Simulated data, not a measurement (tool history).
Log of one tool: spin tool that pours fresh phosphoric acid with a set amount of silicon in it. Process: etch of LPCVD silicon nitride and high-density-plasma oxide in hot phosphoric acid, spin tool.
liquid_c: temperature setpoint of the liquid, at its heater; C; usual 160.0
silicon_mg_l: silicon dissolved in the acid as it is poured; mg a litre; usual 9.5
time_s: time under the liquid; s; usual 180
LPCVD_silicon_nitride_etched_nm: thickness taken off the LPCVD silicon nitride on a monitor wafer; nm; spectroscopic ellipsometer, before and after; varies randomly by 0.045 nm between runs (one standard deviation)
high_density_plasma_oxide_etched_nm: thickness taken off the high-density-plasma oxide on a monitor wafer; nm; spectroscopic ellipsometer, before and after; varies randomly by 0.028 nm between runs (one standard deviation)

run,hour,liquid_c,silicon_mg_l,time_s,"read-back film thickness of the LPCVD silicon nitride reference wafer, read on the same gauge (nm)","read-back film thickness of the high-density-plasma oxide reference wafer, read on the same gauge (nm)",LPCVD_silicon_nitride_etched_nm,high_density_plasma_oxide_etched_nm
1,0.0,160.0,9.5,180,30.02,99.983,13.30,0.409
2,32.3,160.0,9.5,180,29.98,100.027,13.32,0.449
3,67.4,160.0,9.5,180,30.01,100.013,13.33,0.411
4,98.3,160.0,9.5,180,29.99,100.007,13.25,0.404
5,168.4,160.0,9.5,180,30.01,100.009,13.26,0.430
# hour 173.9: dissolved silicon flow meter replaced
6,199.7,160.0,9.5,180,30.00,100.008,13.20,0.442
7,230.0,160.0,9.5,180,30.00,100.002,13.21,0.394
# hour 252.5: gauge calibrated
8,263.4,158.5,12.5,265,29.99,99.983,17.99,0.485
# hour 269.3: heated supply line repaired
# hour 281.8: thermometer replaced
9,285.4,159.0,9.5,180,30.00,100.019,15.01,0.515
10,307.5,158.0,6.5,285,29.99,99.998,22.74,0.750
11,334.1,160.0,9.5,180,30.04,100.004,15.47,0.579
12,361.6,161.5,9.5,180,29.98,99.974,16.06,0.657
13,391.0,163.0,9.5,270,30.01,99.970,25.46,1.069
14,404.9,162.0,3.0,265,30.00,100.015,24.09,1.157

Forecast each of these 5 alternatives for the next run:
A,405.4,160.0,9.5,180,?,?,?,?
B,405.4,158.0,6.0,140,?,?,?,?
C,405.4,161.5,4.5,180,?,?,?,?
D,405.4,161.5,7.0,180,?,?,?,?
E,405.4,162.5,13.0,80,?,?,?,?

run,"read-back film thickness of the LPCVD silicon nitride reference wafer, read on the same gauge (nm)","read-back film thickness of the high-density-plasma oxide reference wafer, read on the same gauge (nm)",LPCVD_silicon_nitride_etched_nm,high_density_plasma_oxide_etched_nm
A,30.01,100.011,15.25,0.518
B,30.01,100.011,11.09,0.373
C,30.01,100.011,16.04,0.642
D,30.01,100.011,16.04,0.610
E,30.01,100.011,7.37,0.255
With the hidden condition removed and each run's random variation left untouched, the same runs would have given:
run,LPCVD_silicon_nitride_etched_nm,high_density_plasma_oxide_etched_nm
A,15.50,0.536
B,11.27,0.387
C,16.30,0.665
D,16.30,0.632
E,7.49,0.265
